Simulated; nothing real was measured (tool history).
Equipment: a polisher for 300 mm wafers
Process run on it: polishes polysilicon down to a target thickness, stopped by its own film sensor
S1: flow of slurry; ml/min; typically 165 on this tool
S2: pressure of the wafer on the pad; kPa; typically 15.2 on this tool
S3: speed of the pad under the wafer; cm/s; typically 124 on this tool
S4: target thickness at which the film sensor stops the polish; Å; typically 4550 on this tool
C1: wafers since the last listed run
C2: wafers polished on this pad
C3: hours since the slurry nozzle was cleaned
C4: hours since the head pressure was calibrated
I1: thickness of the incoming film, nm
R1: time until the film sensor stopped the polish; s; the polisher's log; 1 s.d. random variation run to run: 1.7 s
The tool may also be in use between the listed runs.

run     day   S1    S2   S3    S4    C1    C2     C3      C4      I1     R1
  1   0.000  165  15.2  124  4550     0  5628  265.2  1185.6  1228.7  144.7
  2   1.146  165  15.2  124  4550   243  5872  292.7  1213.1  1211.2  138.5
      1.362  -- worn pad replaced by a new one
  3   3.992  165  15.2  124  4550   569   558  361.0  1281.4  1224.1  126.9
  4   5.408  165  15.2  124  4550   301   859  395.0  1315.4  1207.1  126.3
  5   6.879  165  15.2  124  4550   312  1172  430.3  1350.7  1226.1  132.0
      7.733  -- head pressure recalibrated
  6   9.212  140  15.2  152  4550   478  1651  486.3    35.5  1216.4  116.7
  7  11.942  145  11.0  124  4550   580  2231  551.8   101.0  1206.6  206.2
     13.117  -- slurry nozzle cleaned
  8  13.521  165  15.2  124  4550   326  2558    9.7   138.9  1217.0  123.8
  9  21.625  165  15.2  124  4550  1723  4281  204.2   333.4  1212.9  134.8
 10  24.421  145  15.2  124  4550   594  4875  271.3   400.5  1227.4  139.6
 11  25.838  145  15.2  124  4550   301  5176  305.3   434.5  1207.1  140.4
 12  27.846  165  15.2  124  4550   426  5603  353.5   482.7  1218.4  136.3
     30.079  -- worn pad replaced by a new one
 13  30.825  190  10.3  140  2280   597   158  425.0   554.2  1205.4  203.6
 14  39.379  165  15.2  124  4550  1818  1977  630.3   759.5  1203.3  146.6
     39.525  -- slurry nozzle cleaned
 15  41.083  130  15.2  102  4550   353  2330   37.4   800.4  1226.8  172.0
 16  43.946  165  15.2  124  7130   608  2939  106.1   869.1  1191.8   82.7
 17  46.588  165  15.2  124  4550   561  3500  169.5   932.5  1207.0  139.3
 18  48.454  120  17.2  124  4550   396  3897  214.3   977.3  1200.8  131.3
 19  51.296  165  15.2  124  4550   604  4502  282.5  1045.5  1209.3  141.2
 20  53.242  165  11.0   96  4550   413  4915  329.2  1092.2  1228.0  251.6

Expected results for the next run?
     57.242  -- worn pad replaced by a new one
 21  59.021  165  15.2  152  4550  1193  378  467.9  1230.9  1215.9   ?

R1: 104.8 s
On a tool with no hidden condition, and with the same random variation, this run would have come out at R1 91.5 s.

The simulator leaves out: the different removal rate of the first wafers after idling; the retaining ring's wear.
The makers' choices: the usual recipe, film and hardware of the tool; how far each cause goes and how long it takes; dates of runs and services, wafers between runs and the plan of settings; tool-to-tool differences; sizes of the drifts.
